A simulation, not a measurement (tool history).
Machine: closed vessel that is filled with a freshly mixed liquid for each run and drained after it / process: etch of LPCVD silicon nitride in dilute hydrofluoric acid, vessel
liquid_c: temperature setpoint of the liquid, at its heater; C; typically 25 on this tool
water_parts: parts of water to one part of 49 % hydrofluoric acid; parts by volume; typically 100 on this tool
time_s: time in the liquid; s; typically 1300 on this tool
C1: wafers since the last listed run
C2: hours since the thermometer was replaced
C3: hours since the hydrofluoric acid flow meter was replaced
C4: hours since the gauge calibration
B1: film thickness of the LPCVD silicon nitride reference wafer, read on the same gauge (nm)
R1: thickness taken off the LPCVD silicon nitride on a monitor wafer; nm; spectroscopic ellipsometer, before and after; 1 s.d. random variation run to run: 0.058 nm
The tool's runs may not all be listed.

Run 1, hour 0: usual settings; C1 0; C2 1760.8; C3 203.2; C4 120; B1 110.01. Result: R1 7.13 nm.
Run 2, hour 12.6: usual settings; C1 714; C2 1773.4; C3 215.8; C4 132.6; B1 110. Result: R1 7 nm.
Run 3, hour 30.5: usual settings; C1 1015; C2 1791.3; C3 233.7; C4 150.5; B1 110.03. Result: R1 7.14 nm.
Run 4, hour 44.8: usual settings; C1 811; C2 1805.6; C3 248; C4 164.8; B1 110.05. Result: R1 7.07 nm.
Run 5, hour 98.1: usual settings; C1 3023; C2 1858.9; C3 301.3; C4 218.1; B1 109.94. Result: R1 7.05 nm.
Run 6, hour 106.4: usual settings; C1 470; C2 1867.2; C3 309.6; C4 226.4; B1 109.95. Result: R1 7.2 nm.
Run 7, hour 120.5: usual settings; C1 799; C2 1881.3; C3 323.7; C4 240.5; B1 110. Result: R1 7.03 nm.
Run 8, hour 127.3: usual settings; C1 385; C2 1888.1; C3 330.5; C4 247.3; B1 109.98. Result: R1 7.01 nm.
Run 9, hour 141.3: usual settings but water_parts 80 parts by volume; C1 794; C2 1902.1; C3 344.5; C4 261.3; B1 109.99. Result: R1 8.7 nm.
Run 10, hour 164.7: usual settings but water_parts 80 parts by volume; C1 1327; C2 1925.5; C3 367.9; C4 284.7; B1 109.99. Result: R1 8.77 nm.
Run 11, hour 173.8: usual settings but time_s 1765 s; C1 516; C2 1934.6; C3 377; C4 293.8; B1 110.02. Result: R1 9.59 nm.
Run 12, hour 188.4: usual settings but time_s 1765 s; C1 828; C2 1949.2; C3 391.6; C4 308.4; B1 110.02. Result: R1 9.53 nm.
Run 13, hour 202.8: usual settings but time_s 1765 s; C1 816; C2 1963.6; C3 406; C4 322.8; B1 110.01. Result: R1 9.67 nm.
At hour 208.3: gauge calibrated.
At hour 212.8: hydrofluoric acid flow meter replaced.
Run 14, hour 216.8: usual settings but liquid_c 29.5 C, water_parts 140 parts by volume, time_s 800 s; C1 737; C2 1977.6; C3 4; C4 8.5; B1 109.95. Result: R1 4.17 nm.
Run 15, hour 230.7: usual settings but liquid_c 23 C, water_parts 80 parts by volume, time_s 735 s; C1 788; C2 1991.5; C3 17.9; C4 22.4; B1 110.03. Result: R1 4.33 nm.
Run 16, hour 240.8: usual settings but liquid_c 22 C, water_parts 150 parts by volume, time_s 975 s; C1 572; C2 2001.6; C3 28; C4 32.5; B1 110. Result: R1 2.9 nm.
Run 17, hour 249.3: usual settings; C1 482; C2 2010.1; C3 36.5; C4 41; B1 110.02. Result: R1 7.02 nm.
Run 18, hour 256.3: usual settings but liquid_c 23.5 C, water_parts 135 parts by volume, time_s 1980 s; C1 397; C2 2017.1; C3 43.5; C4 48; B1 110. Result: R1 7.33 nm.
Run 19, hour 264: usual settings; C1 436; C2 2024.8; C3 51.2; C4 55.7; B1 109.99. Result: R1 7.04 nm.
At hour 266.3: thermometer replaced.
Run 20, hour 275.5: usual settings but liquid_c 20.5 C, water_parts 85 parts by volume, time_s 2005 s; C1 595; C2 9.2; C3 62.7; C4 67.2; B1 109.99. Result: R1 9.5 nm.
Run 21, hour 286: usual settings but liquid_c 29 C; C1 595; C2 19.7; C3 73.2; C4 77.7; B1 109.98. Result: R1 9.05 nm.
Run 22, hour 301: usual settings; C1 850; C2 34.7; C3 88.2; C4 92.7; B1 110.05. Result: R1 7.11 nm.
Run 23, hour 307.2: usual settings; C1 351; C2 40.9; C3 94.4; C4 98.9; B1 110.04. Result: R1 7.09 nm.
Run 24, hour 321.2: usual settings but liquid_c 20.5 C; C1 794; C2 54.9; C3 108.4; C4 112.9; B1 110.03. Result: R1 5.28 nm.
Run 25, hour 338.6: usual settings but time_s 1755 s; C1 987; C2 72.3; C3 125.8; C4 130.3; B1 109.93. Result: R1 9.47 nm.
Run 26, hour 355.9: usual settings; C1 981; C2 89.6; C3 143.1; C4 147.6; B1 110.01. Result: R1 7.07 nm.

3 options for the next run, each taken on its own from the tool as it stands now. Forecast them:
Run A, hour 356.9: usual settings; C1 56; C2 90.6; C3 144.1; C4 148.6; B1 ?. Result: R1 ?.
Run B, hour 356.9: usual settings but water_parts 65 parts by volume, time_s 1535 s; C1 56; C2 90.6; C3 144.1; C4 148.6; B1 ?. Result: R1 ?.
Run C, hour 356.9: usual settings but liquid_c 29 C, water_parts 85 parts by volume, time_s 835 s; C1 56; C2 90.6; C3 144.1; C4 148.6; B1 ?. Result: R1 ?.

run      B1    R1
  A  109.95  7.03
  B  109.95  12.7
  C  109.95  6.87
Had the tool no hidden state, the same runs would have come out as:
run    R1
  A  7.03
  B  12.7
  C  6.87
